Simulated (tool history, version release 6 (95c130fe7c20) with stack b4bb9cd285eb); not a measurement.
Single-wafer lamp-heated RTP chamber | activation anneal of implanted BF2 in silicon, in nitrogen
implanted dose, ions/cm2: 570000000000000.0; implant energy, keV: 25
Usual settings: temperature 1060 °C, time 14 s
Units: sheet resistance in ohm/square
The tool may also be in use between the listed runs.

| run | day | temperature | time | read-back reference wafer on the same gauge, sheet resistance | sheet resistance |
|---|---|---|---|---|---|
| 1 | 0 | 1068 | 14 | 166.03 | 200.05 |
| 2 | 0.425 | 1060 | 14 | 165.94 | 200.26 |
|  | 0.796 | pyrometer window cleaned and pyrometer calibrated |
| 3 | 0.975 | 1060 | 14 | 166.12 | 201.97 |
| 4 | 1.517 | 1060 | 14 | 166.06 | 201.69 |
| 5 | 2.167 | 1060 | 14 | 166.13 | 201.32 |
| 6 | 2.596 | 1060 | 14 | 166.02 | 201.24 |
| 7 | 3.05 | 1060 | 14 | 165.9 | 201.51 |
|  | 3.688 | gauge calibrated |
| 8 | 3.708 | 1060 | 14 | 165.93 | 201.18 |
| 9 | 4.275 | 1039 | 14 | 166.05 | 204.26 |
| 10 | 4.6 | 1060 | 14 | 165.93 | 201.13 |
| 11 | 5.312 | 1060 | 14 | 166.14 | 200.91 |
| 12 | 5.575 | 1060 | 14 | 166.01 | 200.84 |
|  | 6.971 | pyrometer window cleaned and pyrometer calibrated |
| 13 | 6.992 | 1060 | 14 | 165.82 | 201.74 |
| 14 | 7.412 | 1060 | 14 | 165.92 | 201.76 |
| 15 | 7.962 | 1072 | 14 | 166.18 | 200.7 |
| 16 | 8.275 | 1060 | 14 | 166.05 | 201.36 |
| 17 | 8.621 | 1034 | 22 | 165.95 | 202.49 |
| 18 | 9.367 | 1069 | 14 | 165.97 | 200.15 |
| 19 | 9.983 | 1030 | 8 | 165.89 | 209.5 |
| 20 | 10.246 | 1087 | 17 | 165.96 | 196.88 |
|  | 10.658 | reflector plate cleaned |
| 21 | 10.683 | 1060 | 9 | 165.82 | 203.25 |
| 22 | 11.067 | 1068 | 14 | 166.13 | 200.14 |
| 23 | 11.629 | 1071 | 9 | 166.1 | 202.37 |
| 24 | 12.038 | 1030 | 17 | 165.93 | 203.9 |
| 25 | 12.308 | 1087 | 17 | 166.08 | 196.05 |
| 26 | 13.017 | 1086 | 7 | 166 | 201.51 |
| 27 | 13.538 | 1037 | 21 | 165.93 | 201.13 |
|  | 14.267 | pyrometer window cleaned and pyrometer calibrated |
| 28 | 14.288 | 1060 | 14 | 166.07 | 202.58 |
| 29 | 14.742 | 1060 | 21 | 166.07 | 198.85 |
| 30 | 15.054 | 1060 | 9 | 166.03 | 203.97 |
| 31 | 15.746 | 1035 | 10 | 165.97 | 207 |
| 32 | 16.083 | 1060 | 14 | 166.07 | 202.25 |
| 33 | 16.829 | 1071 | 9 | 165.96 | 202.1 |
| 34 | 17.304 | 1083 | 17 | 165.93 | 197.28 |
| 35 | 17.662 | 1052 | 16 | 165.95 | 201.59 |
| 36 | 18.117 | 1087 | 21 | 166.05 | 194.78 |

Forecast each of these 5 alternatives for the next run:
| A | 18.133 | 1060 | 18 | ? | ? |
| B | 18.133 | 1070 | 20 | ? | ? |
| C | 18.133 | 1086 | 11 | ? | ? |
| D | 18.133 | 1043 | 8 | ? | ? |
| E | 18.133 | 1036 | 11 | ? | ? |

| run | read-back reference wafer on the same gauge, sheet resistance | sheet resistance |
|---|---|---|
| A | 165.99 | 200.04 |
| B | 165.99 | 198.21 |
| C | 165.99 | 200.19 |
| D | 165.99 | 207.09 |
| E | 165.99 | 206.51 |
Without the tool's hidden state the same runs would have given:
| run | sheet resistance |
|---|---|
| A | 201.06 |
| B | 199.17 |
| C | 201.03 |
| D | 208.62 |
| E | 208.27 |

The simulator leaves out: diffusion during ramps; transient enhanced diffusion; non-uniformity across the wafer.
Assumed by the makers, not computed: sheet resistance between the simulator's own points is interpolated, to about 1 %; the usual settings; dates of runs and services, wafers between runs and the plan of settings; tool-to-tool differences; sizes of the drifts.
